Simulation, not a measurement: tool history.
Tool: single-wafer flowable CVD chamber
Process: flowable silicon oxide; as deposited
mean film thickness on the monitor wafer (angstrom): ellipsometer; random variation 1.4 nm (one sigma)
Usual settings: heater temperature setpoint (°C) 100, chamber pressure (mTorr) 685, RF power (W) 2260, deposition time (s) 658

run	day	heater temperature setpoint (°C)	chamber pressure (mTorr)	RF power (W)	deposition time (s)	read-back reference wafer on the same gauge, thickness_nm	mean film thickness on the monitor wafer (angstrom)
1	0.000	100	685	2260	619	280.427	2882.46
2	3.017	100	685	2260	619	280.243	2885.51
3	6.879	100	685	2065	658	279.684	3034.57
4	8.875	100	685	2065	658	279.793	3047.73
5	11.208	100	685	2065	658	279.831	3038.32
6	18.108	100	685	2260	630	280.287	2954.89
7	21.992	100	685	2260	630	280.044	2942.46
8	25.379	100	685	2260	630	279.715	2946.51
# day 25.929: capacitance manometer re-zeroed and calibrated
9	29.167	100	685	2260	658	280.128	3085.24
# day 30.083: gauge calibrated
# day 31.946: thermocouple changed; heater temperature recalibrated
# day 31.946: showerhead replaced
10	31.967	100	685	2260	658	280.115	3077.20
11	34.629	100	685	2260	732	280.032	3456.61
12	37.188	100	794	2260	781	280.466	4253.57
# day 37.758: RF generator calibrated
13	39.638	113	685	2655	658	280.064	1948.78
14	42.612	100	600	2655	658	279.724	2758.14
15	45.575	87	576	2260	566	279.706	3585.02
16	47.283	112	563	1855	612	280.149	1467.87
17	49.596	100	685	2260	658	279.827	3073.91
18	53.075	93	613	2570	658	280.366	3643.45
19	57.092	100	685	2260	658	279.805	3086.13
20	58.721	100	685	2260	658	279.771	3075.07
21	62.538	100	519	2260	658	279.513	2334.13

Forecast each of these 3 alternatives for the next run:
A	62.562	100	685	2260	658	?	?
B	62.562	89	685	2260	658	?	?
C	62.562	87	685	2260	562	?	?

run	read-back reference wafer on the same gauge, thickness_nm	mean film thickness on the monitor wafer (angstrom)
A	279.978	3097.35
B	279.978	4648.60
C	279.978	4248.60
Without the tool's hidden state the same runs would have given:
run	mean film thickness on the monitor wafer (angstrom)
A	3097.35
B	4648.60
C	4248.60

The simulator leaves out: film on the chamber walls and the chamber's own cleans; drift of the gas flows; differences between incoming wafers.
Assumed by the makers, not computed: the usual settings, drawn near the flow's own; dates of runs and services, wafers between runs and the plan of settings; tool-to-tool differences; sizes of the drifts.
